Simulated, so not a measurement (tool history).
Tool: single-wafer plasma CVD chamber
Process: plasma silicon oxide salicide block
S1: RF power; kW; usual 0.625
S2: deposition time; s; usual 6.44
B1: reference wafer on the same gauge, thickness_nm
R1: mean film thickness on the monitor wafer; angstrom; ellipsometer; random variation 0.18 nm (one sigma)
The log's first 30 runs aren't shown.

run,hour,S1,S2,B1,R1
# hour 1869.0: RF generator calibrated
31,1869.8,0.625,7.44,68.038,753.92
32,1894.8,0.580,6.44,67.945,630.07
33,1944.7,0.535,5.25,68.020,493.40
34,2053.2,0.580,6.89,67.931,672.49
35,2080.2,0.680,7.58,68.113,793.92
36,2143.0,0.505,5.24,68.026,477.89
37,2327.7,0.735,7.34,68.028,791.52
38,2376.6,0.625,7.12,68.005,714.67
39,2438.8,0.505,7.31,67.977,662.90

Forecast each of these 3 alternatives for the next run:
A,2439.2,0.625,5.73,?,?
B,2439.2,0.705,7.00,?,?
C,2439.2,0.625,7.20,?,?

run,B1,R1
A,67.953,576.12
B,67.953,741.90
C,67.953,723.92
Without the tool's hidden state the same runs would have given:
run,R1
A,582.95
B,750.70
C,732.51
